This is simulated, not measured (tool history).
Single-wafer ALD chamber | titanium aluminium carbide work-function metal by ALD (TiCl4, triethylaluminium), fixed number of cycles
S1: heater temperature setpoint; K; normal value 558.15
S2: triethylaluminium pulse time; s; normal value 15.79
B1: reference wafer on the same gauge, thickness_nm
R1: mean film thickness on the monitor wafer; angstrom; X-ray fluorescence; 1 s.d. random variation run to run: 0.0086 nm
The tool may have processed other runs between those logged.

Run 1, hour 0.0: usual settings but S1 570.15 K; B1 1.537. Result: R1 19.13 angstrom.
Run 2, hour 80.5: usual settings; B1 1.539. Result: R1 18.20 angstrom.
Run 3, hour 173.8: usual settings; B1 1.544. Result: R1 18.36 angstrom.
Run 4, hour 211.7: usual settings; B1 1.543. Result: R1 18.12 angstrom.
Run 5, hour 316.6: usual settings but S2 17.19 s; B1 1.544. Result: R1 18.30 angstrom.
Run 6, hour 578.4: usual settings but S1 564.15 K; B1 1.541. Result: R1 18.54 angstrom.
At hour 647.2: thermocouple changed; heater temperature recalibrated.
Run 7, hour 677.2: usual settings but S1 547.15 K; B1 1.539. Result: R1 17.16 angstrom.
Run 8, hour 779.9: usual settings; B1 1.544. Result: R1 17.84 angstrom.
Run 9, hour 933.2: usual settings; B1 1.542. Result: R1 17.63 angstrom.
Run 10, hour 1010.7: usual settings; B1 1.541. Result: R1 17.46 angstrom.
Run 11, hour 1059.0: usual settings but S1 565.15 K; B1 1.540. Result: R1 17.80 angstrom.
At hour 1113.8: triethylaluminium bottle replaced.
Run 12, hour 1122.2: usual settings but S2 19.03 s; B1 1.542. Result: R1 18.44 angstrom.
Run 13, hour 1225.6: usual settings; B1 1.536. Result: R1 18.40 angstrom.
Run 14, hour 1274.4: usual settings but S1 546.15 K, S2 21.47 s; B1 1.541. Result: R1 17.68 angstrom.
Run 15, hour 1361.9: usual settings; B1 1.539. Result: R1 18.37 angstrom.
Run 16, hour 1414.9: usual settings but S1 547.15 K, S2 12.04 s; B1 1.540. Result: R1 17.08 angstrom.
Run 17, hour 1487.3: usual settings; B1 1.540. Result: R1 18.48 angstrom.
At hour 1507.2: gauge calibrated.
Run 18, hour 1523.4: usual settings; B1 1.539. Result: R1 18.38 angstrom.
Run 19, hour 1597.7: usual settings but S1 547.15 K; B1 1.540. Result: R1 17.67 angstrom.
At hour 1647.2: thermocouple changed; heater temperature recalibrated.
Run 20, hour 1689.4: usual settings but S1 548.15 K, S2 13.87 s; B1 1.539. Result: R1 17.50 angstrom.
Run 21, hour 1998.4: usual settings but S1 552.15 K, S2 9.60 s; B1 1.540. Result: R1 16.40 angstrom.
Run 22, hour 2089.7: usual settings but S1 564.15 K, S2 19.18 s; B1 1.541. Result: R1 18.96 angstrom.
At hour 2117.8: showerhead replaced.
Run 23, hour 2147.1: usual settings but S1 551.15 K, S2 10.21 s; B1 1.540. Result: R1 16.58 angstrom.
Run 24, hour 2306.4: usual settings but S1 571.15 K, S2 13.10 s; B1 1.538. Result: R1 18.96 angstrom.
Run 25, hour 2403.7: usual settings but S1 569.15 K, S2 9.78 s; B1 1.541. Result: R1 17.15 angstrom.
Run 26, hour 2487.0: usual settings but S1 572.15 K, S2 11.50 s; B1 1.538. Result: R1 18.07 angstrom.
Run 27, hour 2547.7: usual settings but S1 545.15 K, S2 20.60 s; B1 1.543. Result: R1 17.47 angstrom.
Run 28, hour 2650.2: usual settings but S1 545.15 K, S2 18.38 s; B1 1.536. Result: R1 17.46 angstrom.
At hour 2669.2: thermocouple changed; heater temperature recalibrated.
Run 29, hour 2742.0: usual settings but S1 550.15 K, S2 21.73 s; B1 1.542. Result: R1 17.70 angstrom.
Run 30, hour 2809.9: usual settings but S1 551.15 K, S2 19.90 s; B1 1.540. Result: R1 17.75 angstrom.
Run 31, hour 2899.5: usual settings but S1 550.15 K, S2 13.19 s; B1 1.542. Result: R1 16.52 angstrom.
Run 32, hour 2942.4: usual settings; B1 1.540. Result: R1 17.70 angstrom.

What the log doesn't show, run by run:
wafer temperature above the value expected at the setpoint (K): 0, the same for each run
gauge reads high (%): 0, the same for each run
H1: triethylaluminium dose above that of a fresh bottle (%)
run     H1
  1  -11.3
  2  -12.8
  3  -14.6
  4  -15.4
  5  -17.7
  6  -24.4
  7  -27.2
  8  -30.4
  9  -35.4
 10  -38.2
 11  -39.9
 12  -4.25
 13  -4.36
 14  -4.48
 15  -4.81
 16  -5.07
 17  -5.51
 18  -5.77
 19  -6.37
 20  -7.25
 21  -11.3
 22  -12.9
 23  -13.9
 24  -17.1
 25  -19.3
 26  -21.3
 27  -22.9
 28  -25.6
 29  -28.3
 30  -30.3
 31  -33.1
 32  -34.5
